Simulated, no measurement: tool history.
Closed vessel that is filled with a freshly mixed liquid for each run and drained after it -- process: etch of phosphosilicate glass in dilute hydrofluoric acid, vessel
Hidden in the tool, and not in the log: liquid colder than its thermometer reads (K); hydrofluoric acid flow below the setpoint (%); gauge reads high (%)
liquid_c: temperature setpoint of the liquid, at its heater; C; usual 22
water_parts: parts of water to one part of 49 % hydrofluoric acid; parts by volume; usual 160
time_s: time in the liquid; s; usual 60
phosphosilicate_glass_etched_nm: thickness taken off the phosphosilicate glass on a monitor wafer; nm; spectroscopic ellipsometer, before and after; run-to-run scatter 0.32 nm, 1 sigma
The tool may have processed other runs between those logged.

run	day	liquid_c	water_parts	time_s	wafers since the last listed run	hours since the thermometer was replaced	hours since the hydrofluoric acid flow meter was replaced	hours since the gauge calibration	read-back film thickness of the phosphosilicate glass reference wafer, read on the same gauge (nm)	phosphosilicate_glass_etched_nm
1	0	22	160	60	0	2570	1087.6	387.4	149.98	35.95
2	2.696	22	160	60	7439	2634.7	1152.3	452.1	150	35.77
3	4.662	22	160	60	5427	2681.9	1199.5	499.3	150	35.19
4	5.696	22	160	60	2851	2706.7	1224.3	524.1	150.01	35.47
5	8.508	22	160	60	7761	2774.2	1291.8	591.6	150	34.93
6	9.85	22	160	60	3702	2806.4	1324	623.8	149.98	35.74
7	14.788	22	160	60	13625	2924.9	1442.5	742.3	149.99	34.59
# day 15.992: thermometer replaced
8	16.867	19.5	160	60	5622	21	1492.4	792.2	149.99	31.52
9	18.283	22	160	60	3909	55	1526.4	826.2	149.98	34.49
10	19.875	22	160	45	4392	93.2	1564.6	864.4	150.02	25.57
11	22.275	22	160	60	6622	150.8	1622.2	922	150	34.67
# day 24.388: hydrofluoric acid flow meter replaced
12	24.721	26.5	160	45	6634	209.5	8	980.7	150.01	35.16
# day 26.592: gauge calibrated
13	27.396	19	160	60	7381	273.7	72.2	19.3	150	34.95
14	30.05	22	160	60	7324	337.4	135.9	83	150	38.79
15	32.346	22	125	40	6335	392.5	191	138.1	150.01	33.87
16	33.388	26.5	195	45	2874	417.5	216	163.1	149.99	27.02
17	36.15	20.5	220	60	7623	483.8	282.3	229.4	149.99	25.14

Forecast each of these 5 alternatives for the next run:
A	36.179	22	160	60	80	484.5	283	230.1	?	?
B	36.179	22	160	50	80	484.5	283	230.1	?	?
C	36.179	17.5	130	50	80	484.5	283	230.1	?	?
D	36.179	24.5	125	30	80	484.5	283	230.1	?	?
E	36.179	22	100	30	80	484.5	283	230.1	?	?

run	read-back film thickness of the phosphosilicate glass reference wafer, read on the same gauge (nm)	phosphosilicate_glass_etched_nm
A	150	38.32
B	150	31.93
C	150	33.9
D	150	28.13
E	150	32.83
Without the tool's unlogged condition, the same runs would have read:
run	phosphosilicate_glass_etched_nm
A	39.45
B	32.88
C	34.87
D	28.94
E	33.76

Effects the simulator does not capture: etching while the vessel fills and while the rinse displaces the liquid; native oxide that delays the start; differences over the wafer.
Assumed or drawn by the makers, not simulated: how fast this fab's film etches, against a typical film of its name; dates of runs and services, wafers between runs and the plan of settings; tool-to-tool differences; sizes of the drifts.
